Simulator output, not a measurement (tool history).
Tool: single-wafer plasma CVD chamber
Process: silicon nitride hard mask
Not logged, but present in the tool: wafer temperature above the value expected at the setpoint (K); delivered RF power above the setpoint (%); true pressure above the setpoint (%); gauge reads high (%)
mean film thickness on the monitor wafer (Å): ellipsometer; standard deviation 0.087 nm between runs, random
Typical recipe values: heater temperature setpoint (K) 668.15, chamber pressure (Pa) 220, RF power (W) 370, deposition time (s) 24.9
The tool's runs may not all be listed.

run,day,heater temperature setpoint (K),chamber pressure (Pa),RF power (W),deposition time (s),wafers since the last listed run,hours since the last thermocouple change,hours since the last RF generator calibration,hours since the last manometer calibration,hours since the showerhead was replaced,hours since the gauge calibration,"read-back reference wafer on the same gauge, thickness_nm",mean film thickness on the monitor wafer (Å)
1,0,668.15,220,370,24.9,0,2769.3,586.8,1729.3,2560.5,106.8,34.444,316.41
2,0.733,668.15,220,370,24.9,590,2786.9,604.4,1746.9,2578.1,124.4,34.498,317.1
3,1.321,668.15,220,370,24.9,472,2801,618.5,1761,2592.2,138.5,34.498,317.14
4,5.296,668.15,220,370,24.9,3198,2896.4,713.9,1856.4,2687.6,233.9,34.503,317.95
5,6.071,668.15,220,370,24.9,623,2915,732.5,1875,2706.2,252.5,34.586,318.89
6,7.267,668.15,220,370,21.3,962,2943.7,761.2,1903.7,2734.9,281.2,34.605,272.03
7,8.4,668.15,220,370,21.3,911,2970.9,788.4,1930.9,2762.1,308.4,34.614,272.96
8,9.142,668.15,255,370,27,596,2988.7,806.2,1948.7,2779.9,326.2,34.602,362.66
9,10.188,668.15,220,370,22.6,841,3013.8,831.3,1973.8,2805,351.3,34.666,290.62
# day 10.975: thermocouple changed; heater temperature recalibrated
10,11.558,668.15,220,370,22.6,834,14,864.2,2006.7,2837.9,384.2,34.722,290.38
# day 12.721: capacitance manometer re-zeroed and calibrated
11,15.3,668.15,220,370,22.6,2742,103.8,954,61.9,2927.7,474,34.878,290.71
12,16.304,668.15,220,370,24.9,807,127.9,978.1,86,2951.8,498.1,34.922,322.76
13,17.767,668.15,220,370,24.9,1176,163,1013.2,121.1,2986.9,533.2,34.97,321.78
14,18.85,668.15,220,370,24.9,871,189,1039.2,147.1,3012.9,559.2,35.062,321.88
15,19.921,668.15,220,370,24.9,861,214.7,1064.9,172.8,3038.6,584.9,35.109,322.92
16,20.633,679.15,220,300,24.9,573,231.8,1082,189.9,3055.7,602,35.114,276.91
17,22.012,668.15,220,370,22.9,1109,264.9,1115.1,223,3088.8,635.1,35.215,296.79
18,22.796,655.15,268,425,24.9,630,283.7,1133.9,241.8,3107.6,653.9,35.269,382.37
# day 23.2: showerhead replaced
# day 23.354: gauge calibrated
19,24.275,668.15,220,370,24.9,921,319.2,1169.4,277.3,25.8,22.1,34.455,317.36
20,25.742,668.15,220,435,24.9,1180,354.4,1204.6,312.5,61,57.3,34.471,352.04
# day 27.104: RF generator calibrated
21,27.125,668.15,220,395,27.3,844,387.6,0.5,345.7,94.2,90.5,34.495,363.99
22,27.575,668.15,220,330,23.3,362,398.4,11.3,356.5,105,101.3,34.488,274.35
23,28.733,656.15,220,410,22,931,426.2,39.1,384.3,132.8,129.1,34.487,303.13
24,29.371,668.15,220,340,21.7,512,441.5,54.4,399.6,148.1,144.4,34.499,260.67
25,30.1,668.15,187,410,24.9,586,459,71.9,417.1,165.6,161.9,34.52,319.11
26,30.754,668.15,175,370,20.6,526,474.7,87.6,432.8,181.3,177.6,34.51,241.05
27,31.975,668.15,220,370,24.9,982,504,116.9,462.1,210.6,206.9,34.548,318.12
28,33.038,668.15,271,370,24.9,854,529.5,142.4,487.6,236.1,232.4,34.564,342.47
29,33.975,683.15,220,300,20.9,754,552,164.9,510.1,258.6,254.9,34.579,228.94

What if the next run were any one of these 4? Each begins from the tool's condition after run 29:
A,33.992,668.15,220,370,24.9,13,552.4,165.3,510.5,259,255.3,?,?
B,33.992,668.15,271,440,21.5,13,552.4,165.3,510.5,259,255.3,?,?
C,33.992,654.15,255,370,24.9,13,552.4,165.3,510.5,259,255.3,?,?
D,33.992,662.15,200,315,24.9,13,552.4,165.3,510.5,259,255.3,?,?

run,"read-back reference wafer on the same gauge, thickness_nm",mean film thickness on the monitor wafer (Å)
A,34.624,318.45
B,34.624,330.33
C,34.624,337.11
D,34.624,274.61
Take away the tool's hidden state, keep each run's random variation, and the runs would have read:
run,mean film thickness on the monitor wafer (Å)
A,317.68
B,329.53
C,336.29
D,273.94

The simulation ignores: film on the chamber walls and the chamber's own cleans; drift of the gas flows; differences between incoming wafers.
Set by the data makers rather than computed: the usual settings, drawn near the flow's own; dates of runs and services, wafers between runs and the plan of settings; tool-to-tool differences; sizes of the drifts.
